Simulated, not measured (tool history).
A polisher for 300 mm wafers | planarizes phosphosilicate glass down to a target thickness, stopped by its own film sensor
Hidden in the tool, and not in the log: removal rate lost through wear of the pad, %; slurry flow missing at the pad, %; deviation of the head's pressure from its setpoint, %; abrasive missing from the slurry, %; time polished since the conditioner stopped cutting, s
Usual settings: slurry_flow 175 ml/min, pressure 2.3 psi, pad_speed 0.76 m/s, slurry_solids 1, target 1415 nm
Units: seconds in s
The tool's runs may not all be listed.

run   hour  slurry_flow  pressure  pad_speed  slurry_solids  target  wafers since the last listed run  wafers polished on this pad  hours since the slurry nozzle was cleaned  hours since the head pressure was calibrated  hours since the slurry blender was calibrated  hours since the conditioning disc was replaced  incoming thickness of the incoming film, nm  seconds
  1      0          175       2.3       0.76              1    1337                                 0                          600                                      600.1                                         707.8                                           35.2                                           168.5                                       1864.8    104.4
  2   16.8          175       2.3       0.76              1    1337                               174                          775                                      616.9                                         724.6                                             52                                           185.3                                       1834.8     99.2
  3   30.9          175       2.3       0.76              1    1337                               146                          921                                        631                                         738.7                                           66.1                                           199.4                                       1858.1    103.6
      44.7  -- worn pad replaced by a new one
  4   48.2          175       2.3       0.76              1    1415                               138                           35                                      648.3                                           756                                           83.4                                           216.7                                       1828.6     82.9
  5   63.4          175       2.3       0.76              1    1415                               157                          193                                      663.5                                         771.2                                           98.6                                           231.9                                       1838.2     87.1
  6     76          175       2.3       0.76              1    1415                               130                          324                                      676.1                                         783.8                                          111.2                                           244.5                                       1824.1       84
  7   88.6          175       2.3       0.76              1    1415                               130                          455                                      688.7                                         796.4                                          123.8                                           257.1                                       1844.1     89.5
  8  128.6          175       2.3       0.76              1    1415                               415                          870                                      728.7                                         836.4                                          163.8                                           297.1                                       1855.1       92
  9  140.6          175       2.3       0.76              1    1415                               124                          995                                      740.7                                         848.4                                          175.8                                           309.1                                       1853.7     92.1
     151.5  -- worn pad replaced by a new one
 10    152          175       2.3       0.76              1    1415                                76                            5                                      752.1                                         859.8                                          187.2                                           320.5                                       1863.3     93.7
 11  166.4          205       2.3       0.76              1    1415                               149                          155                                      766.5                                         874.2                                          201.6                                           334.9                                       1844.5     86.9
 12  174.9          160       2.3       0.76              1    1415                                88                          243                                        775                                         882.7                                          210.1                                           343.4                                       1849.5     91.5
 13  189.2          175       2.8       0.84              1    1415                               148                          391                                      789.3                                           897                                          224.4                                           357.7                                       1826.1     70.3
 14  204.7          145       1.8       0.88              1    1369                               160                          552                                      804.8                                         912.5                                          239.9                                           373.2                                       1860.8    111.6
 15  218.1          175       2.3       0.66              1    1415                               139                          691                                      818.2                                         925.9                                          253.3                                           386.6                                       1868.1    104.3
     221.8  -- head pressure recalibrated
 16  224.4          175       2.3       0.76              1    1415                                44                          736                                      824.5                                           2.6                                          259.6                                           392.9                                       1825.8     85.4
     230.1  -- slurry blender recalibrated
     237.1  -- slurry nozzle cleaned
 17  240.1          140       2.9       0.76              1    1415                               131                          868                                          3                                          18.3                                             10                                           408.6                                       1857.6     79.2
     243.7  -- conditioning disc replaced and pad reconditioned
       247  -- worn pad replaced by a new one
 18  256.4          230         3       0.76           1.25    1470                               114                           97                                       19.3                                          34.6                                           26.3                                            12.7                                       1869.7     59.8
 19  271.3          175       2.3          1            0.8    1415                               154                          252                                       34.2                                          49.5                                           41.2                                            27.6                                       1850.7     80.6
 20  281.4          175       2.3       0.76              1    1415                               104                          357                                       44.3                                          59.6                                           51.3                                            37.7                                       1880.2     91.9
 21  288.7          150       2.3       0.76           0.75    1415                                75                          432                                       51.6                                          66.9                                           58.6                                              45                                         1823     96.7
 22  303.4          195       2.3       0.54            1.2    1415                               152                          585                                       66.3                                          81.6                                           73.3                                            59.7                                       1863.6    104.9
 23  314.8          175       2.3       0.76              1    1415                               118                          703                                       77.7                                            93                                           84.7                                            71.1                                       1823.2       83

Hidden state or all else? Some run-to-run changes of seconds, split into what the settings, what came in and random variation would give without the hidden state, and what is left for the hidden state (with any gauge scatter that isn't in both results):
Run 13 -> 14: slurry_flow 175 -> 145, pressure 2.8 -> 1.8, pad_speed 0.84 -> 0.88, target 1415 -> 1369. seconds +41.3 s: hidden state +4, all else +37.3.
Run 16 -> 17: slurry_flow 175 -> 140, pressure 2.3 -> 2.9, slurry blender recalibrated, slurry nozzle cleaned. seconds -6.2 s: hidden state -5.8, all else -0.4.
Run 22 -> 23: slurry_flow 195 -> 175, pad_speed 0.54 -> 0.76, slurry_solids 1.2 -> 1. seconds -21.9 s: hidden state -0.6, all else -21.3.

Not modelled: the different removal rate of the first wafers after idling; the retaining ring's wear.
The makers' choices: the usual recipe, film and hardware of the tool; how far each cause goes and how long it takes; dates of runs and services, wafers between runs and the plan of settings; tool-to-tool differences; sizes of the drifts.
